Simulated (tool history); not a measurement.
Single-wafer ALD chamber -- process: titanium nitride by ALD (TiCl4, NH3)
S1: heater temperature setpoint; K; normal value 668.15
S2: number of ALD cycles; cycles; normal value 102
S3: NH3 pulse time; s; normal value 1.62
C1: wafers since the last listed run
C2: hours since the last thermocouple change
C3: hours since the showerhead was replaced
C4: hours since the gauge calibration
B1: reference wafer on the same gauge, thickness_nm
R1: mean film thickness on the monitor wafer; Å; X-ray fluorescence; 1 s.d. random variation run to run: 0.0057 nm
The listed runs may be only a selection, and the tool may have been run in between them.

run,hour,S1,S2,S3,C1,C2,C3,C4,B1,R1
1,0.0,668.15,102,1.62,0,2302.3,6156.6,243.4,2.035,22.53
2,23.9,668.15,102,1.62,62,2326.2,6180.5,267.3,2.036,22.54
3,50.4,668.15,102,1.62,69,2352.7,6207.0,293.8,2.034,22.42
4,65.4,679.15,102,1.62,39,2367.7,6222.0,308.8,2.033,22.81
5,100.4,668.15,102,1.62,91,2402.7,6257.0,343.8,2.030,22.46
6,122.1,658.15,102,1.62,56,2424.4,6278.7,365.5,2.031,22.25
7,146.9,658.15,102,1.62,65,2449.2,6303.5,390.3,2.028,22.37
8,159.9,658.15,102,1.62,34,2462.2,6316.5,403.3,2.031,22.29
9,187.5,668.15,102,1.46,72,2489.8,6344.1,430.9,2.027,22.38
10,202.3,668.15,102,1.46,38,2504.6,6358.9,445.7,2.028,22.33
11,236.4,668.15,102,1.62,89,2538.7,6393.0,479.8,2.026,22.49
12,265.6,668.15,102,1.62,76,2567.9,6422.2,509.0,2.025,22.49
13,280.6,668.15,102,1.62,39,2582.9,6437.2,524.0,2.026,22.47
14,293.0,668.15,102,1.62,32,2595.3,6449.6,536.4,2.026,22.43
# hour 302.6: gauge calibrated
15,319.9,668.15,102,1.62,70,2622.2,6476.5,17.3,2.065,22.85
16,344.1,668.15,102,1.62,63,2646.4,6500.7,41.5,2.061,22.81
17,365.4,668.15,102,1.62,55,2667.7,6522.0,62.8,2.058,22.85
# hour 389.5: showerhead replaced
18,390.2,668.15,102,1.62,44,2692.5,0.7,87.6,2.051,22.80
19,404.9,668.15,83,1.62,38,2707.2,15.4,102.3,2.049,18.39
20,422.8,668.15,90,1.62,46,2725.1,33.3,120.2,2.047,19.98
21,456.6,659.15,83,1.62,88,2758.9,67.1,154.0,2.044,18.21
22,489.0,677.15,102,1.97,85,2791.3,99.5,186.4,2.039,22.91
# hour 517.4: thermocouple changed; heater temperature recalibrated
23,524.9,661.15,84,1.79,73,7.5,135.4,222.3,2.036,18.49
24,542.3,668.15,102,1.62,45,24.9,152.8,239.7,2.035,22.52
25,566.7,677.15,102,1.97,64,49.3,177.2,264.1,2.033,22.86
26,600.2,668.15,120,1.86,87,82.8,210.7,297.6,2.030,26.64
27,613.2,668.15,102,1.62,34,95.8,223.7,310.6,2.032,22.41
28,634.6,668.15,102,1.62,56,117.2,245.1,332.0,2.030,22.50
29,650.9,673.15,102,1.62,42,133.5,261.4,348.3,2.031,22.62
30,667.7,679.15,119,1.62,44,150.3,278.2,365.1,2.028,26.30
31,697.3,668.15,111,1.93,77,179.9,307.8,394.7,2.028,24.57
32,729.4,663.15,102,1.08,84,212.0,339.9,426.8,2.026,21.80
33,761.8,668.15,83,1.62,85,244.4,372.3,459.2,2.024,18.21

Measured result minus the same run's result without the hidden state. Both carry the same run-to-run variation, though not necessarily the same gauge scatter:
Unlogged tool condition in this case: wafer temperature above the value expected at the setpoint (K); gauge reads high (%).
run,R1
1,-0.37
2,-0.39
3,-0.41
4,-0.42
5,-0.43
6,-0.44
7,-0.45
8,-0.45
9,-0.47
10,-0.47
11,-0.48
12,-0.49
13,-0.49
14,-0.49
15,-0.04
16,-0.11
17,-0.15
18,-0.19
19,-0.18
20,-0.22
21,-0.24
22,-0.34
23,-0.31
24,-0.38
25,-0.41
26,-0.50
27,-0.43
28,-0.45
29,-0.45
30,-0.54
31,-0.52
32,-0.47
33,-0.40
